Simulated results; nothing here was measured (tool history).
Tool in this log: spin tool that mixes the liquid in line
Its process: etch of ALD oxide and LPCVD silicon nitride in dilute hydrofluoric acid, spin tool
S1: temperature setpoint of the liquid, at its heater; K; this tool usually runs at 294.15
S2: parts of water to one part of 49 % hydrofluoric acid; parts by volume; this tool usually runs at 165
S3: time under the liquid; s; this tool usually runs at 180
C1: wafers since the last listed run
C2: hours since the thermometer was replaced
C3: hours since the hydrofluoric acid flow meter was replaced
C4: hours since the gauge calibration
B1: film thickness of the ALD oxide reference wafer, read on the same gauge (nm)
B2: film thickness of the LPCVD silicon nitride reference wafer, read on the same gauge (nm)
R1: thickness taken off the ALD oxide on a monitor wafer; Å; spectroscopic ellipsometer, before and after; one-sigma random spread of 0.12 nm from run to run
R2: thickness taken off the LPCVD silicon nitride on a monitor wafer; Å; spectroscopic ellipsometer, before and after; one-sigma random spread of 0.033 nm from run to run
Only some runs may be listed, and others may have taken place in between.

Run 1, day 0: usual settings but S2 125 parts by volume; C1 0; C2 386; C3 505.7; C4 715.5; B1 90.04; B2 110.023. Result: R1 195.3 Å, R2 4.99 Å.
Run 2, day 2.558: usual settings but S2 105 parts by volume; C1 447; C2 447.4; C3 567.1; C4 776.9; B1 89.97; B2 110.025. Result: R1 238.4 Å, R2 7 Å.
Run 3, day 4.988: usual settings but S3 100 s; C1 425; C2 505.7; C3 625.4; C4 835.2; B1 89.97; B2 109.983. Result: R1 77.6 Å, R2 2.32 Å.
Run 4, day 7.608: usual settings but S3 100 s; C1 458; C2 568.6; C3 688.3; C4 898.1; B1 90.03; B2 109.998. Result: R1 78.8 Å, R2 2.31 Å.
Run 5, day 10.762: usual settings but S1 296.65 K; C1 552; C2 644.3; C3 764; C4 973.8; B1 90.01; B2 110.045. Result: R1 156.3 Å, R2 4.66 Å.
Run 6, day 20.379: usual settings but S1 296.65 K; C1 1683; C2 875.1; C3 994.8; C4 1204.6; B1 89.99; B2 109.984. Result: R1 156 Å, R2 5.11 Å.
Run 7, day 24.867: usual settings; C1 785; C2 982.8; C3 1102.5; C4 1312.3; B1 90; B2 110.012. Result: R1 139.6 Å, R2 4.76 Å.
Run 8, day 27.475: usual settings; C1 456; C2 1045.4; C3 1165.1; C4 1374.9; B1 90.02; B2 110.006. Result: R1 140.8 Å, R2 4.63 Å.
At day 27.867: gauge calibrated.
Run 9, day 31.342: usual settings but S2 205 parts by volume, S3 150 s; C1 676; C2 1138.2; C3 1257.9; C4 83.4; B1 89.98; B2 109.982. Result: R1 90.8 Å, R2 2.84 Å.
Run 10, day 34.329: usual settings but S2 85 parts by volume, S3 80 s; C1 523; C2 1209.9; C3 1329.6; C4 155.1; B1 89.96; B2 110.013. Result: R1 132.2 Å, R2 3.4 Å.
At day 37.7: thermometer replaced.
At day 37.8: hydrofluoric acid flow meter replaced.
Run 11, day 38.062: usual settings but S1 290.15 K, S3 240 s; C1 639; C2 8.7; C3 6.3; C4 244.7; B1 90.02; B2 109.964. Result: R1 161.5 Å, R2 3.66 Å.
Run 12, day 42.554: usual settings but S1 297.15 K, S2 215 parts by volume, S3 270 s; C1 786; C2 116.5; C3 114.1; C4 352.5; B1 89.99; B2 109.977. Result: R1 171.1 Å, R2 6.68 Å.
Run 13, day 45.933: usual settings; C1 591; C2 197.6; C3 195.2; C4 433.6; B1 89.97; B2 110.009. Result: R1 140 Å, R2 4.97 Å.
Run 14, day 49.492: usual settings but S1 291.65 K, S2 120 parts by volume, S3 270 s; C1 622; C2 283; C3 280.6; C4 519; B1 90.01; B2 109.988. Result: R1 276.5 Å, R2 6.74 Å.
Run 15, day 51.546: usual settings; C1 359; C2 332.3; C3 329.9; C4 568.3; B1 89.97; B2 110.021. Result: R1 139.7 Å, R2 4.06 Å.
Run 16, day 54.254: usual settings but S1 297.65 K, S2 235 parts by volume, S3 145 s; C1 474; C2 397.3; C3 394.9; C4 633.3; B1 90; B2 110.035. Result: R1 84.3 Å, R2 3.13 Å.
Run 17, day 57.25: usual settings but S1 292.15 K, S2 230 parts by volume, S3 115 s; C1 524; C2 469.2; C3 466.8; C4 705.2; B1 89.97; B2 110.004. Result: R1 55.5 Å, R2 1.96 Å.

Hidden state, per run?
liquid colder than its thermometer reads (K): 0 in every run
hydrofluoric acid flow below the setpoint (%): 0 in every run
gauge reads high (%): 0 in every run

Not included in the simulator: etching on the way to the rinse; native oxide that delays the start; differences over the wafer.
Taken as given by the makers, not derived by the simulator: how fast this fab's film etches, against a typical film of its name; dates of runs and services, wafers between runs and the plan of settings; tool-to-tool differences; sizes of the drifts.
